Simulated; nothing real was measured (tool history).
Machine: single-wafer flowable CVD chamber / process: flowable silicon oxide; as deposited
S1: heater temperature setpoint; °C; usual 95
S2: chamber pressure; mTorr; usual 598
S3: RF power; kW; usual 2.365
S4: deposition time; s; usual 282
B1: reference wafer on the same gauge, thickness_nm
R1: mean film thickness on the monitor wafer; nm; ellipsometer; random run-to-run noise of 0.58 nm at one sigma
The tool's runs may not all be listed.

| run | hour | S1 | S2 | S3 | S4 | B1 | R1 |
|---|---|---|---|---|---|---|---|
| 1 | 0.0 | 95 | 598 | 2.365 | 282 | 116.962 | 150.099 |
| 2 | 36.3 | 95 | 598 | 2.365 | 282 | 117.054 | 151.023 |
| 3 | 87.0 | 95 | 598 | 2.365 | 282 | 117.018 | 151.606 |
| 4 | 149.3 | 95 | 598 | 2.365 | 282 | 117.017 | 151.047 |
| 5 | 251.4 | 95 | 598 | 2.365 | 282 | 117.088 | 151.451 |
|  | 297.4 | gauge calibrated |
| 6 | 353.5 | 95 | 598 | 2.135 | 282 | 117.015 | 147.711 |
|  | 382.6 | RF generator calibrated |
| 7 | 459.6 | 95 | 655 | 2.365 | 282 | 117.008 | 165.589 |
| 8 | 523.8 | 95 | 598 | 2.365 | 282 | 117.062 | 150.999 |
| 9 | 619.3 | 95 | 598 | 2.365 | 282 | 117.020 | 151.256 |
| 10 | 655.8 | 95 | 598 | 2.620 | 282 | 117.103 | 152.938 |
| 11 | 731.5 | 95 | 598 | 2.620 | 282 | 117.010 | 153.878 |
| 12 | 769.7 | 87 | 477 | 2.365 | 282 | 116.996 | 161.994 |
|  | 779.1 | capacitance manometer re-zeroed and calibrated |
| 13 | 838.5 | 100 | 598 | 2.815 | 267 | 117.000 | 125.634 |
| 14 | 974.1 | 95 | 525 | 2.365 | 282 | 117.037 | 138.947 |
|  | 1020.2 | thermocouple changed; heater temperature recalibrated |
| 15 | 1020.7 | 95 | 598 | 2.765 | 263 | 116.928 | 150.166 |
| 16 | 1089.3 | 95 | 697 | 2.090 | 230 | 117.020 | 147.736 |
| 17 | 1154.2 | 88 | 738 | 2.485 | 259 | 117.100 | 236.023 |
|  | 1216.3 | showerhead replaced |
|  | 1240.0 | capacitance manometer re-zeroed and calibrated, repeated, since the last time left the tool worse |
| 18 | 1258.1 | 109 | 674 | 2.365 | 282 | 116.998 | 95.627 |
| 19 | 1326.9 | 95 | 697 | 2.365 | 322 | 116.896 | 193.770 |
| 20 | 1404.2 | 86 | 700 | 2.610 | 332 | 117.097 | 281.548 |
|  | 1480.3 | gauge calibrated |
| 21 | 1500.4 | 95 | 598 | 2.365 | 282 | 117.061 | 146.770 |
| 22 | 1555.5 | 95 | 598 | 2.365 | 282 | 116.950 | 146.610 |
| 23 | 1662.0 | 95 | 598 | 2.245 | 226 | 116.919 | 117.844 |
| 24 | 1727.1 | 106 | 513 | 2.690 | 336 | 117.017 | 102.173 |
| 25 | 1817.0 | 99 | 539 | 2.670 | 264 | 116.963 | 109.868 |
| 26 | 1917.4 | 95 | 598 | 2.365 | 282 | 116.943 | 148.827 |
| 27 | 1970.4 | 101 | 726 | 2.365 | 282 | 116.970 | 144.516 |

Below are 5 alternative next runs, each starting from the tool's condition after run 27. Predict each:
| A | 1970.9 | 95 | 598 | 2.830 | 282 | ? | ? |
| B | 1970.9 | 110 | 598 | 1.985 | 282 | ? | ? |
| C | 1970.9 | 90 | 724 | 2.180 | 231 | ? | ? |
| D | 1970.9 | 95 | 598 | 2.825 | 334 | ? | ? |
| E | 1970.9 | 95 | 729 | 2.365 | 261 | ? | ? |

| run | B1 | R1 |
|---|---|---|
| A | 117.042 | 154.295 |
| B | 117.042 | 82.775 |
| C | 117.042 | 177.556 |
| D | 117.042 | 182.713 |
| E | 117.042 | 169.757 |
With no hidden state in the tool, these same runs would have given:
| run | R1 |
|---|---|
| A | 149.880 |
| B | 80.406 |
| C | 172.658 |
| D | 177.485 |
| E | 165.075 |

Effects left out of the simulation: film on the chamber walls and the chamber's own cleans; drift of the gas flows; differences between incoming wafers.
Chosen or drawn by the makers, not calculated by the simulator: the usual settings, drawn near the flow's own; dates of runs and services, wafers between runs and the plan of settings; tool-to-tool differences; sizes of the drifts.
